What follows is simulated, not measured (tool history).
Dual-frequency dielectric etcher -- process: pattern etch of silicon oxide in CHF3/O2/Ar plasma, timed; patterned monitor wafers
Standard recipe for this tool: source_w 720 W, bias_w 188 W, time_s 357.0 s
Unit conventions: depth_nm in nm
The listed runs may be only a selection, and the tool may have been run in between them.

run	hour	source_w	bias_w	time_s	wafers since the last listed run	hours since the last wet clean	hours since the last source power generator calibration	hours since the last bias power generator calibration	hours since the last upper electrode change	hours since the gauge calibration	read-back reference wafer on the same gauge, depth_nm	depth_nm
1	0.0	720	188	357.0	0	322.7	2401.4	2832.3	2489.2	148.1	740.8	768.2
2	12.6	720	188	357.0	51	335.3	2414.0	2844.9	2501.8	160.7	740.8	767.1
3	21.1	670	188	357.0	34	343.8	2422.5	2853.4	2510.3	169.2	741.1	736.0
4	28.2	670	188	357.0	29	350.9	2429.6	2860.5	2517.4	176.3	741.1	738.8
5	43.0	670	188	357.0	60	365.7	2444.4	2875.3	2532.2	191.1	740.6	734.6
6	64.1	720	188	357.0	86	386.8	2465.5	2896.4	2553.3	212.2	741.1	764.6
7	79.6	720	188	357.0	63	402.3	2481.0	2911.9	2568.8	227.7	741.2	763.2
# hour 106.7: gauge calibrated
# hour 111.2: upper electrode replaced
8	111.7	720	188	357.0	33	434.4	2513.1	2944.0	0.5	5.0	740.9	760.4
9	112.2	720	188	357.0	2	434.9	2513.6	2944.5	1.0	5.5	740.8	762.3
10	121.0	860	188	281.0	36	443.7	2522.4	2953.3	9.8	14.3	741.2	653.5
# hour 131.2: source power generator calibrated
11	136.5	860	188	281.0	47	459.2	5.3	2968.8	25.3	29.8	741.1	654.7
12	152.2	720	188	357.0	64	474.9	21.0	2984.5	41.0	45.5	741.1	760.8
13	160.3	660	145	268.0	33	483.0	29.1	2992.6	49.1	53.6	741.3	509.5
14	171.5	660	188	357.0	46	494.2	40.3	3003.8	60.3	64.8	740.9	724.3
# hour 200.2: wet clean of the chamber
15	200.7	720	188	357.0	21	0.5	69.5	3033.0	89.5	94.0	740.9	780.7
16	201.1	840	147	413.0	1	0.9	69.9	3033.4	89.9	94.4	741.0	917.7
17	212.6	810	212	312.0	47	12.4	81.4	3044.9	101.4	105.9	741.3	748.1

Run 18 comes next. What will it give?
18	229.4	720	188	385.5	69	29.2	98.2	3061.7	118.2	122.7	?	?

read-back reference wafer on the same gauge, depth_nm: 741.0
depth_nm: 841.5 nm
Take away the tool's hidden state, keep the run-to-run variation as it was, and the same run would have given depth_nm 844.5 nm.

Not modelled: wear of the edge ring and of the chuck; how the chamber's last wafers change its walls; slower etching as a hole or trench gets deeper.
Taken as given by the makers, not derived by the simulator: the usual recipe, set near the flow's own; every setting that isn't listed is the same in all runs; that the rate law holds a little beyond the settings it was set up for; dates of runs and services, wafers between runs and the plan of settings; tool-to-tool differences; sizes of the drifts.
